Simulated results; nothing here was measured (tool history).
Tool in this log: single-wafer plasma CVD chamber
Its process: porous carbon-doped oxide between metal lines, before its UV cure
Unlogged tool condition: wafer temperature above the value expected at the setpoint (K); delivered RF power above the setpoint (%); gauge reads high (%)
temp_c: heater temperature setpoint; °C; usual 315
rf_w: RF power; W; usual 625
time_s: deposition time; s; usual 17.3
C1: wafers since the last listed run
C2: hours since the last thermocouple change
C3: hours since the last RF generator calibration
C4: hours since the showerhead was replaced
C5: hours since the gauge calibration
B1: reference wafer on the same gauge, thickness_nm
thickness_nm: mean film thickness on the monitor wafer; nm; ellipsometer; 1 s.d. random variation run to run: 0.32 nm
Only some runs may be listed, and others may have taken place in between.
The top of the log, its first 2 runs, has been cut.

{"run": 3, "day": 0.988, "temp_c": 315, "rf_w": 625, "time_s": 17.3, "C1": 145, "C2": 1299.2, "C3": 967.4, "C4": 3739.2, "C5": 228.6, "B1": 109.034, "thickness_nm": 102.49}
{"run": 4, "day": 1.275, "temp_c": 315, "rf_w": 625, "time_s": 17.3, "C1": 102, "C2": 1306.1, "C3": 974.3, "C4": 3746.1, "C5": 235.5, "B1": 108.889, "thickness_nm": 103.385}
{"run": 5, "day": 1.688, "temp_c": 315, "rf_w": 625, "time_s": 17.3, "C1": 146, "C2": 1316, "C3": 984.2, "C4": 3756, "C5": 245.4, "B1": 108.974, "thickness_nm": 103.363}
{"run": 6, "day": 2.1, "temp_c": 315, "rf_w": 625, "time_s": 17.3, "C1": 146, "C2": 1325.9, "C3": 994.1, "C4": 3765.9, "C5": 255.3, "B1": 108.995, "thickness_nm": 102.473}
{"day": 2.754, "done": "thermocouple changed; heater temperature recalibrated"}
{"run": 7, "day": 2.775, "temp_c": 315, "rf_w": 625, "time_s": 17.3, "C1": 121, "C2": 0.5, "C3": 1010.3, "C4": 3782.1, "C5": 271.5, "B1": 109.018, "thickness_nm": 106.325}
{"run": 8, "day": 3.338, "temp_c": 311, "rf_w": 625, "time_s": 17.3, "C1": 199, "C2": 14, "C3": 1023.8, "C4": 3795.6, "C5": 285, "B1": 109.063, "thickness_nm": 108.367}
{"run": 9, "day": 3.95, "temp_c": 311, "rf_w": 625, "time_s": 17.3, "C1": 217, "C2": 28.7, "C3": 1038.5, "C4": 3810.3, "C5": 299.7, "B1": 108.973, "thickness_nm": 108.466}
{"run": 10, "day": 4.458, "temp_c": 315, "rf_w": 625, "time_s": 17.3, "C1": 180, "C2": 40.9, "C3": 1050.7, "C4": 3822.5, "C5": 311.9, "B1": 108.992, "thickness_nm": 106.173}
{"run": 11, "day": 4.825, "temp_c": 315, "rf_w": 625, "time_s": 17.3, "C1": 130, "C2": 49.7, "C3": 1059.5, "C4": 3831.3, "C5": 320.7, "B1": 108.866, "thickness_nm": 105.777}
{"run": 12, "day": 5.342, "temp_c": 315, "rf_w": 625, "time_s": 17.3, "C1": 183, "C2": 62.1, "C3": 1071.9, "C4": 3843.7, "C5": 333.1, "B1": 108.969, "thickness_nm": 106.424}
{"run": 13, "day": 5.983, "temp_c": 315, "rf_w": 625, "time_s": 17.3, "C1": 227, "C2": 77.5, "C3": 1087.3, "C4": 3859.1, "C5": 348.5, "B1": 108.941, "thickness_nm": 106.058}
{"run": 14, "day": 6.3, "temp_c": 315, "rf_w": 625, "time_s": 17.3, "C1": 112, "C2": 85.1, "C3": 1094.9, "C4": 3866.7, "C5": 356.1, "B1": 109.037, "thickness_nm": 105.937}
{"run": 15, "day": 6.808, "temp_c": 315, "rf_w": 625, "time_s": 17.3, "C1": 180, "C2": 97.3, "C3": 1107.1, "C4": 3878.9, "C5": 368.3, "B1": 108.942, "thickness_nm": 105.631}
{"run": 16, "day": 7.462, "temp_c": 319, "rf_w": 625, "time_s": 17.3, "C1": 232, "C2": 113, "C3": 1122.8, "C4": 3894.6, "C5": 384, "B1": 108.927, "thickness_nm": 103.506}
{"run": 17, "day": 8.162, "temp_c": 315, "rf_w": 710, "time_s": 18.5, "C1": 248, "C2": 129.8, "C3": 1139.6, "C4": 3911.4, "C5": 400.8, "B1": 109.122, "thickness_nm": 125.706}
{"day": 8.771, "done": "gauge calibrated"}
{"run": 18, "day": 8.808, "temp_c": 328, "rf_w": 710, "time_s": 19.7, "C1": 229, "C2": 145.3, "C3": 1155.1, "C4": 3926.9, "C5": 0.9, "B1": 108.933, "thickness_nm": 123.698}
{"day": 9.196, "done": "showerhead replaced"}
{"run": 19, "day": 9.217, "temp_c": 325, "rf_w": 625, "time_s": 14.7, "C1": 26, "C2": 155.1, "C3": 1164.9, "C4": 0.5, "C5": 10.7, "B1": 109.057, "thickness_nm": 85.73}
{"run": 20, "day": 9.646, "temp_c": 330, "rf_w": 565, "time_s": 14.4, "C1": 152, "C2": 165.4, "C3": 1175.2, "C4": 10.8, "C5": 21, "B1": 109.136, "thickness_nm": 75.044}
{"run": 21, "day": 10.7, "temp_c": 323, "rf_w": 675, "time_s": 18.5, "C1": 374, "C2": 190.7, "C3": 1200.5, "C4": 36.1, "C5": 46.3, "B1": 108.978, "thickness_nm": 114.31}
{"run": 22, "day": 11.196, "temp_c": 329, "rf_w": 730, "time_s": 14.7, "C1": 176, "C2": 202.6, "C3": 1212.4, "C4": 48, "C5": 58.2, "B1": 108.973, "thickness_nm": 94.992}

What will run 23 give?
{"day": 11.608, "done": "RF generator calibrated"}
{"run": 23, "day": 11.629, "temp_c": 328, "rf_w": 550, "time_s": 17.3, "C1": 35, "C2": 213, "C3": 0.5, "C4": 58.4, "C5": 68.6, "B1": "?", "thickness_nm": "?"}

Run 23 came out at B1 108.941, thickness_nm 92.05 nm.
With the hidden condition absent and the run-to-run variation left alone, this run would have shown thickness_nm 92.48 nm.

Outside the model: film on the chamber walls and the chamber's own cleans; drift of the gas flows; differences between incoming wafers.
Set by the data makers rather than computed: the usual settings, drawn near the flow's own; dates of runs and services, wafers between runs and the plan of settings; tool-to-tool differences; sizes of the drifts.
